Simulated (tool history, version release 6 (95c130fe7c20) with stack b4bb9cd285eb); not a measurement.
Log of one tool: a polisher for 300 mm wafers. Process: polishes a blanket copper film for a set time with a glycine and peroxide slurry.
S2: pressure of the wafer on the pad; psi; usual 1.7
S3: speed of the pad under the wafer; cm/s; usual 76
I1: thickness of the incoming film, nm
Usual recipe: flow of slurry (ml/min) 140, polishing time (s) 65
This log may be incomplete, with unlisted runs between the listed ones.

{"run": 1, "hour": 0.0, "flow of slurry (ml/min)": 140, "S2": 1.7, "S3": 76, "polishing time (s)": 47, "I1": 2357.7, "film removed (nm)": 128.8}
{"run": 2, "hour": 12.5, "flow of slurry (ml/min)": 140, "S2": 1.7, "S3": 76, "polishing time (s)": 47, "I1": 2313.5, "film removed (nm)": 128.9}
{"run": 3, "hour": 22.0, "flow of slurry (ml/min)": 140, "S2": 1.7, "S3": 76, "polishing time (s)": 65, "I1": 2364.7, "film removed (nm)": 176.3}
{"run": 4, "hour": 34.4, "flow of slurry (ml/min)": 140, "S2": 1.7, "S3": 76, "polishing time (s)": 80, "I1": 2393.1, "film removed (nm)": 213.3}
{"hour": 39.5, "done": "worn pad replaced by a new one"}
{"run": 5, "hour": 40.5, "flow of slurry (ml/min)": 140, "S2": 1.7, "S3": 76, "polishing time (s)": 80, "I1": 2372, "film removed (nm)": 233.4}
{"run": 6, "hour": 56.1, "flow of slurry (ml/min)": 140, "S2": 1.7, "S3": 76, "polishing time (s)": 80, "I1": 2372.6, "film removed (nm)": 223.7}
{"run": 7, "hour": 63.0, "flow of slurry (ml/min)": 140, "S2": 1.7, "S3": 88, "polishing time (s)": 65, "I1": 2378.9, "film removed (nm)": 198.9}
{"run": 8, "hour": 78.6, "flow of slurry (ml/min)": 140, "S2": 1.7, "S3": 88, "polishing time (s)": 65, "I1": 2362.8, "film removed (nm)": 198.8}
{"run": 9, "hour": 88.1, "flow of slurry (ml/min)": 140, "S2": 1.7, "S3": 88, "polishing time (s)": 65, "I1": 2361, "film removed (nm)": 195.5}
{"run": 10, "hour": 96.6, "flow of slurry (ml/min)": 140, "S2": 1.7, "S3": 76, "polishing time (s)": 65, "I1": 2327.7, "film removed (nm)": 177.5}
{"hour": 106.8, "done": "worn pad replaced by a new one"}
{"run": 11, "hour": 114.3, "flow of slurry (ml/min)": 140, "S2": 1.7, "S3": 76, "polishing time (s)": 65, "I1": 2357.6, "film removed (nm)": 164.1}
{"run": 12, "hour": 122.8, "flow of slurry (ml/min)": 140, "S2": 1.7, "S3": 76, "polishing time (s)": 65, "I1": 2362.3, "film removed (nm)": 166.4}
{"run": 13, "hour": 138.2, "flow of slurry (ml/min)": 140, "S2": 1.7, "S3": 76, "polishing time (s)": 65, "I1": 2321.2, "film removed (nm)": 157.9}
{"run": 14, "hour": 149.2, "flow of slurry (ml/min)": 140, "S2": 1.7, "S3": 76, "polishing time (s)": 80, "I1": 2338.2, "film removed (nm)": 193.5}
{"hour": 159.1, "done": "worn pad replaced by a new one, repeated, since the last time left the tool worse"}
{"run": 15, "hour": 161.7, "flow of slurry (ml/min)": 140, "S2": 1.4, "S3": 76, "polishing time (s)": 65, "I1": 2378.1, "film removed (nm)": 164}
{"hour": 169.3, "done": "head pressure recalibrated"}
{"run": 16, "hour": 173.6, "flow of slurry (ml/min)": 140, "S2": 2.2, "S3": 68, "polishing time (s)": 65, "I1": 2353.5, "film removed (nm)": 204.9}
{"run": 17, "hour": 184.7, "flow of slurry (ml/min)": 140, "S2": 2, "S3": 76, "polishing time (s)": 65, "I1": 2367.7, "film removed (nm)": 202.3}
{"run": 18, "hour": 195.1, "flow of slurry (ml/min)": 100, "S2": 1.7, "S3": 68, "polishing time (s)": 56, "I1": 2348.6, "film removed (nm)": 137.1}
{"run": 19, "hour": 204.1, "flow of slurry (ml/min)": 140, "S2": 1.7, "S3": 76, "polishing time (s)": 65, "I1": 2358.3, "film removed (nm)": 176.9}
{"run": 20, "hour": 217.2, "flow of slurry (ml/min)": 140, "S2": 2.1, "S3": 92, "polishing time (s)": 65, "I1": 2386, "film removed (nm)": 237.4}
{"run": 21, "hour": 230.2, "flow of slurry (ml/min)": 140, "S2": 1.7, "S3": 76, "polishing time (s)": 65, "I1": 2340.1, "film removed (nm)": 178.1}
{"hour": 234.9, "done": "slurry nozzle cleaned"}
{"hour": 235.4, "done": "worn pad replaced by a new one"}
{"run": 22, "hour": 281.0, "flow of slurry (ml/min)": 140, "S2": 1.4, "S3": 76, "polishing time (s)": 79, "I1": 2371.5, "film removed (nm)": 188.8}
{"run": 23, "hour": 290.9, "flow of slurry (ml/min)": 95, "S2": 1.7, "S3": 58, "polishing time (s)": 65, "I1": 2329.3, "film removed (nm)": 143.2}
{"run": 24, "hour": 302.6, "flow of slurry (ml/min)": 170, "S2": 1.7, "S3": 76, "polishing time (s)": 80, "I1": 2392.8, "film removed (nm)": 225.1}
{"hour": 311.2, "done": "worn pad replaced by a new one"}
{"run": 25, "hour": 318.6, "flow of slurry (ml/min)": 175, "S2": 1.3, "S3": 90, "polishing time (s)": 48, "I1": 2409.7, "film removed (nm)": 130.1}

State the hidden condition of the tool at each of the runs:
slurry flow missing at the pad, %: 0 at every run
deviation of the head's pressure from its setpoint, %: 0 at every run
H1: removal rate lost through wear of the pad, %
run=1 H1=4.88
run=2 H1=5.36
run=3 H1=5.59
run=4 H1=5.78
run=5 H1=0.689
run=6 H1=3.3
run=7 H1=4.01
run=8 H1=5.03
run=9 H1=5.39
run=10 H1=5.61
run=11 H1=12.1
run=12 H1=13.4
run=13 H1=14.7
run=14 H1=15.3
run=15 H1=0.828
run=16 H1=2.82
run=17 H1=3.97
run=18 H1=4.65
run=19 H1=5.05
run=20 H1=5.41
run=21 H1=5.62
run=22 H1=5.12
run=23 H1=5.41
run=24 H1=5.62
run=25 H1=1.53

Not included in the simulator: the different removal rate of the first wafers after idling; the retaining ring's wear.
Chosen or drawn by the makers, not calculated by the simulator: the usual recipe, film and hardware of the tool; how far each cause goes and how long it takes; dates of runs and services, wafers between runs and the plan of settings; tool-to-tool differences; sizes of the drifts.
